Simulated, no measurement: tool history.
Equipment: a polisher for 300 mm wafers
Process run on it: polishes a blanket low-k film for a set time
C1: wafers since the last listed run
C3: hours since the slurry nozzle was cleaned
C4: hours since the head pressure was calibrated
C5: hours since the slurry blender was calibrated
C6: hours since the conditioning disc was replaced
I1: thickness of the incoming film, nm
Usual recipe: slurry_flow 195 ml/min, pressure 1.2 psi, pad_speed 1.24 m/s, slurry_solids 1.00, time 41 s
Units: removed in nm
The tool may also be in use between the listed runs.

{"run": 1, "hour": 0.0, "slurry_flow": 195, "pressure": 1.2, "pad_speed": 1.24, "slurry_solids": 1.0, "time": 36, "C1": 0, "wafers polished on this pad": 969, "C3": 267.6, "C4": 981.3, "C5": 139.9, "C6": 173.4, "I1": 311.0, "removed": 9.6}
{"run": 2, "hour": 34.9, "slurry_flow": 195, "pressure": 1.2, "pad_speed": 1.24, "slurry_solids": 1.0, "time": 36, "C1": 353, "wafers polished on this pad": 1322, "C3": 302.5, "C4": 1016.2, "C5": 174.8, "C6": 208.3, "I1": 305.6, "removed": 9.4}
{"run": 3, "hour": 54.4, "slurry_flow": 195, "pressure": 1.2, "pad_speed": 1.24, "slurry_solids": 1.0, "time": 36, "C1": 197, "wafers polished on this pad": 1519, "C3": 322.0, "C4": 1035.7, "C5": 194.3, "C6": 227.8, "I1": 310.3, "removed": 9.5}
{"hour": 60.7, "done": "worn pad replaced by a new one"}
{"run": 4, "hour": 79.8, "slurry_flow": 195, "pressure": 1.2, "pad_speed": 1.24, "slurry_solids": 1.0, "time": 38, "C1": 216, "wafers polished on this pad": 193, "C3": 347.4, "C4": 1061.1, "C5": 219.7, "C6": 253.2, "I1": 316.4, "removed": 10.0}
{"hour": 155.5, "done": "slurry blender recalibrated"}
{"run": 5, "hour": 166.8, "slurry_flow": 195, "pressure": 1.2, "pad_speed": 1.24, "slurry_solids": 1.0, "time": 38, "C1": 860, "wafers polished on this pad": 1054, "C3": 434.4, "C4": 1148.1, "C5": 11.3, "C6": 340.2, "I1": 310.9, "removed": 9.8}
{"run": 6, "hour": 189.4, "slurry_flow": 195, "pressure": 1.0, "pad_speed": 1.24, "slurry_solids": 1.0, "time": 41, "C1": 228, "wafers polished on this pad": 1283, "C3": 457.0, "C4": 1170.7, "C5": 33.9, "C6": 362.8, "I1": 309.5, "removed": 8.8}
{"run": 7, "hour": 210.8, "slurry_flow": 195, "pressure": 1.0, "pad_speed": 1.24, "slurry_solids": 1.0, "time": 41, "C1": 216, "wafers polished on this pad": 1500, "C3": 478.4, "C4": 1192.1, "C5": 55.3, "C6": 384.2, "I1": 312.9, "removed": 8.9}
{"hour": 215.0, "done": "worn pad replaced by a new one"}
{"run": 8, "hour": 222.9, "slurry_flow": 195, "pressure": 1.0, "pad_speed": 1.24, "slurry_solids": 1.0, "time": 41, "C1": 82, "wafers polished on this pad": 79, "C3": 490.5, "C4": 1204.2, "C5": 67.4, "C6": 396.3, "I1": 309.1, "removed": 8.8}
{"run": 9, "hour": 244.7, "slurry_flow": 195, "pressure": 1.2, "pad_speed": 1.24, "slurry_solids": 1.0, "time": 41, "C1": 220, "wafers polished on this pad": 300, "C3": 512.3, "C4": 1226.0, "C5": 89.2, "C6": 418.1, "I1": 307.5, "removed": 10.6}
{"run": 10, "hour": 261.0, "slurry_flow": 195, "pressure": 1.2, "pad_speed": 1.24, "slurry_solids": 1.0, "time": 41, "C1": 165, "wafers polished on this pad": 465, "C3": 528.6, "C4": 1242.3, "C5": 105.5, "C6": 434.4, "I1": 307.6, "removed": 10.7}
{"run": 11, "hour": 285.5, "slurry_flow": 195, "pressure": 1.2, "pad_speed": 1.24, "slurry_solids": 1.0, "time": 41, "C1": 248, "wafers polished on this pad": 713, "C3": 553.1, "C4": 1266.8, "C5": 130.0, "C6": 458.9, "I1": 312.3, "removed": 10.4}
{"run": 12, "hour": 310.9, "slurry_flow": 225, "pressure": 1.2, "pad_speed": 1.24, "slurry_solids": 0.9, "time": 41, "C1": 257, "wafers polished on this pad": 970, "C3": 578.5, "C4": 1292.2, "C5": 155.4, "C6": 484.3, "I1": 311.0, "removed": 10.4}
{"hour": 332.9, "done": "head pressure recalibrated"}
{"hour": 342.5, "done": "slurry nozzle cleaned"}
{"hour": 372.1, "done": "worn pad replaced by a new one"}
{"run": 13, "hour": 382.5, "slurry_flow": 265, "pressure": 1.2, "pad_speed": 1.24, "slurry_solids": 1.0, "time": 41, "C1": 654, "wafers polished on this pad": 105, "C3": 40.0, "C4": 49.6, "C5": 227.0, "C6": 555.9, "I1": 310.7, "removed": 11.2}
{"hour": 388.2, "done": "conditioning disc replaced and pad reconditioned"}
{"run": 14, "hour": 415.0, "slurry_flow": 195, "pressure": 1.2, "pad_speed": 1.24, "slurry_solids": 0.85, "time": 41, "C1": 308, "wafers polished on this pad": 413, "C3": 72.5, "C4": 82.1, "C5": 259.5, "C6": 26.8, "I1": 303.4, "removed": 10.1}
{"run": 15, "hour": 449.8, "slurry_flow": 195, "pressure": 1.2, "pad_speed": 1.6, "slurry_solids": 1.0, "time": 49, "C1": 352, "wafers polished on this pad": 766, "C3": 107.3, "C4": 116.9, "C5": 294.3, "C6": 61.6, "I1": 308.0, "removed": 15.9}
{"run": 16, "hour": 473.5, "slurry_flow": 195, "pressure": 1.2, "pad_speed": 0.94, "slurry_solids": 1.25, "time": 41, "C1": 239, "wafers polished on this pad": 1006, "C3": 131.0, "C4": 140.6, "C5": 318.0, "C6": 85.3, "I1": 313.5, "removed": 9.5}
{"hour": 484.8, "done": "slurry blender recalibrated"}
{"run": 17, "hour": 485.5, "slurry_flow": 195, "pressure": 1.0, "pad_speed": 1.0, "slurry_solids": 0.8, "time": 48, "C1": 101, "wafers polished on this pad": 1107, "C3": 143.0, "C4": 152.6, "C5": 0.7, "C6": 97.3, "I1": 311.0, "removed": 8.1}
{"run": 18, "hour": 512.8, "slurry_flow": 160, "pressure": 1.2, "pad_speed": 1.24, "slurry_solids": 1.0, "time": 36, "C1": 276, "wafers polished on this pad": 1384, "C3": 170.3, "C4": 179.9, "C5": 28.0, "C6": 124.6, "I1": 313.1, "removed": 9.1}
{"hour": 538.8, "done": "worn pad replaced by a new one"}
{"run": 19, "hour": 545.8, "slurry_flow": 230, "pressure": 1.2, "pad_speed": 1.12, "slurry_solids": 1.0, "time": 41, "C1": 293, "wafers polished on this pad": 70, "C3": 203.3, "C4": 212.9, "C5": 61.0, "C6": 157.6, "I1": 308.6, "removed": 10.1}
{"run": 20, "hour": 560.0, "slurry_flow": 195, "pressure": 1.2, "pad_speed": 1.24, "slurry_solids": 1.0, "time": 41, "C1": 143, "wafers polished on this pad": 214, "C3": 217.5, "C4": 227.1, "C5": 75.2, "C6": 171.8, "I1": 310.1, "removed": 10.8}
{"run": 21, "hour": 582.1, "slurry_flow": 195, "pressure": 1.2, "pad_speed": 1.24, "slurry_solids": 1.0, "time": 41, "C1": 223, "wafers polished on this pad": 438, "C3": 239.6, "C4": 249.2, "C5": 97.3, "C6": 193.9, "I1": 313.0, "removed": 10.8}
{"run": 22, "hour": 604.9, "slurry_flow": 225, "pressure": 1.4, "pad_speed": 1.24, "slurry_solids": 1.0, "time": 41, "C1": 230, "wafers polished on this pad": 669, "C3": 262.4, "C4": 272.0, "C5": 120.1, "C6": 216.7, "I1": 309.6, "removed": 12.8}
{"run": 23, "hour": 618.4, "slurry_flow": 195, "pressure": 1.2, "pad_speed": 1.02, "slurry_solids": 1.15, "time": 41, "C1": 136, "wafers polished on this pad": 806, "C3": 275.9, "C4": 285.5, "C5": 133.6, "C6": 230.2, "I1": 303.4, "removed": 9.8}
{"run": 24, "hour": 640.4, "slurry_flow": 195, "pressure": 1.4, "pad_speed": 1.62, "slurry_solids": 1.0, "time": 46, "C1": 222, "wafers polished on this pad": 1028, "C3": 297.9, "C4": 307.5, "C5": 155.6, "C6": 252.2, "I1": 309.3, "removed": 17.4}
{"run": 25, "hour": 655.2, "slurry_flow": 165, "pressure": 1.2, "pad_speed": 1.62, "slurry_solids": 0.85, "time": 54, "C1": 149, "wafers polished on this pad": 1178, "C3": 312.7, "C4": 322.3, "C5": 170.4, "C6": 267.0, "I1": 306.9, "removed": 15.8}
{"run": 26, "hour": 667.2, "slurry_flow": 195, "pressure": 1.2, "pad_speed": 1.24, "slurry_solids": 1.0, "time": 41, "C1": 121, "wafers polished on this pad": 1300, "C3": 324.7, "C4": 334.3, "C5": 182.4, "C6": 279.0, "I1": 305.3, "removed": 10.6}

Predict each of these 4 candidate next runs independently; none follows another, all start after run 26:
{"run": "A", "hour": 667.6, "slurry_flow": 150, "pressure": 1.2, "pad_speed": 1.24, "slurry_solids": 1.0, "time": 41, "C1": 4, "wafers polished on this pad": 1304, "C3": 325.1, "C4": 334.7, "C5": 182.8, "C6": 279.4, "I1": 312.3, "removed": "?"}
{"run": "B", "hour": 667.6, "slurry_flow": 240, "pressure": 1.5, "pad_speed": 1.24, "slurry_solids": 0.7, "time": 36, "C1": 4, "wafers polished on this pad": 1304, "C3": 325.1, "C4": 334.7, "C5": 182.8, "C6": 279.4, "I1": 312.3, "removed": "?"}
{"run": "C", "hour": 667.6, "slurry_flow": 195, "pressure": 1.2, "pad_speed": 0.88, "slurry_solids": 1.25, "time": 41, "C1": 4, "wafers polished on this pad": 1304, "C3": 325.1, "C4": 334.7, "C5": 182.8, "C6": 279.4, "I1": 312.3, "removed": "?"}
{"run": "D", "hour": 667.6, "slurry_flow": 195, "pressure": 1.2, "pad_speed": 0.82, "slurry_solids": 1.0, "time": 41, "C1": 4, "wafers polished on this pad": 1304, "C3": 325.1, "C4": 334.7, "C5": 182.8, "C6": 279.4, "I1": 312.3, "removed": "?"}

run=A removed=10.1
run=B removed=10.1
run=C removed=8.9
run=D removed=7.7
Had the tool no hidden state, the same runs would have come out as:
run=A removed=10.4
run=B removed=10.3
run=C removed=9.1
run=D removed=7.8

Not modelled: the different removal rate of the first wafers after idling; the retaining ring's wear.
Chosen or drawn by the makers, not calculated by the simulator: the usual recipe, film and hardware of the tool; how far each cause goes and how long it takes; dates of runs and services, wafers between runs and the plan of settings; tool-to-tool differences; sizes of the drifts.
